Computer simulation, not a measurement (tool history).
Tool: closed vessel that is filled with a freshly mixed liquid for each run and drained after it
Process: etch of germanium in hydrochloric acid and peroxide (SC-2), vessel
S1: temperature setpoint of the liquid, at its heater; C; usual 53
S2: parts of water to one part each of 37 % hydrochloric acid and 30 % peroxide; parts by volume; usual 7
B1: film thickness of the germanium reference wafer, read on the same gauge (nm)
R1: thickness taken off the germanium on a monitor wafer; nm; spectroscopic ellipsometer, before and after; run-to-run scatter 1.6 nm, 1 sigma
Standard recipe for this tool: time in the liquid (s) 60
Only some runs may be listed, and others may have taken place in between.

Run 1, hour 0: usual settings; B1 140.01. Result: R1 264.7 nm.
Run 2, hour 17.3: usual settings; B1 140.01. Result: R1 266.81 nm.
At hour 27.7: new drum of peroxide connected.
Run 3, hour 28.2: usual settings; B1 139.98. Result: R1 267.76 nm.
Run 4, hour 43.9: usual settings; B1 139.95. Result: R1 268.69 nm.
Run 5, hour 59.9: usual settings; B1 139.98. Result: R1 268.91 nm.
Run 6, hour 71: usual settings; B1 139.95. Result: R1 266.46 nm.
Run 7, hour 88.6: usual settings; B1 140.06. Result: R1 268.59 nm.
Run 8, hour 95.9: usual settings; B1 140.01. Result: R1 269.43 nm.
Run 9, hour 107.1: usual settings; B1 139.98. Result: R1 269.76 nm.
Run 10, hour 114.7: usual settings but S1 56.5 C, S2 8.5 parts by volume; B1 140. Result: R1 294.7 nm.
Run 11, hour 123.2: usual settings; B1 139.99. Result: R1 268.46 nm.
Run 12, hour 140.4: usual settings but S1 45.5 C, S2 8 parts by volume, time in the liquid (s) 75; B1 140.01. Result: R1 261.32 nm.
At hour 146.6: gauge calibrated.
At hour 148.1: chemicals flow meter replaced.
Run 13, hour 151: usual settings but S2 8.5 parts by volume, time in the liquid (s) 75; B1 139.96. Result: R1 330.47 nm.
Run 14, hour 164.8: usual settings but S2 4 parts by volume; B1 139.99. Result: R1 273.72 nm.
Run 15, hour 171.6: usual settings; B1 140.01. Result: R1 269.99 nm.
Run 16, hour 183.1: usual settings but time in the liquid (s) 85; B1 140.04. Result: R1 381.51 nm.
Run 17, hour 196.5: usual settings but S1 48 C, S2 10 parts by volume, time in the liquid (s) 90; B1 140.02. Result: R1 337.67 nm.
Run 18, hour 203.1: usual settings but S1 46 C, S2 4.5 parts by volume, time in the liquid (s) 45; B1 140.01. Result: R1 165.18 nm.
Run 19, hour 218: usual settings; B1 139.98. Result: R1 271.11 nm.
Run 20, hour 229.6: usual settings; B1 139.97. Result: R1 270.81 nm.
Run 21, hour 242.2: usual settings but S2 9 parts by volume; B1 139.99. Result: R1 265.19 nm.
Run 22, hour 254.6: usual settings but S1 45 C, time in the liquid (s) 80; B1 140.03. Result: R1 278.11 nm.
Run 23, hour 265.4: usual settings but S1 46.5 C, S2 4.5 parts by volume, time in the liquid (s) 85; B1 139.97. Result: R1 315.87 nm.
Run 24, hour 272.4: usual settings; B1 140. Result: R1 272.64 nm.
Run 25, hour 282.4: usual settings but S1 55.5 C, S2 6 parts by volume; B1 139.99. Result: R1 294.05 nm.
Run 26, hour 299.5: usual settings but S1 44.5 C, S2 10 parts by volume, time in the liquid (s) 70; B1 139.98. Result: R1 235.3 nm.
Run 27, hour 315: usual settings but S2 8.5 parts by volume; B1 140.03. Result: R1 269.22 nm.
Run 28, hour 322.5: usual settings but S2 9 parts by volume, time in the liquid (s) 45; B1 139.96. Result: R1 199.92 nm.
Run 29, hour 339.4: usual settings but S2 9.5 parts by volume; B1 140.02. Result: R1 262.76 nm.
Run 30, hour 353: usual settings but S1 44.5 C, time in the liquid (s) 35; B1 139.97. Result: R1 120.44 nm.

Here are 4 independent what-if runs from the current tool condition. What would each one return?
Run A, hour 353.7: usual settings; B1 ?. Result: R1 ?.
Run B, hour 353.7: usual settings but S1 45.5 C, S2 6 parts by volume; B1 ?. Result: R1 ?.
Run C, hour 353.7: usual settings but S1 43 C, S2 10 parts by volume, time in the liquid (s) 75; B1 ?. Result: R1 ?.
Run D, hour 353.7: usual settings but S2 8 parts by volume; B1 ?. Result: R1 ?.

run      B1      R1
  A  140.03  273.57
  B  140.03  216.77
  C  140.03   242.1
  D  140.03   271.2
With the hidden condition removed and each run's random variation left untouched, the same runs would have given:
run      R1
  A  268.08
  B  212.18
  C  236.97
  D  265.79

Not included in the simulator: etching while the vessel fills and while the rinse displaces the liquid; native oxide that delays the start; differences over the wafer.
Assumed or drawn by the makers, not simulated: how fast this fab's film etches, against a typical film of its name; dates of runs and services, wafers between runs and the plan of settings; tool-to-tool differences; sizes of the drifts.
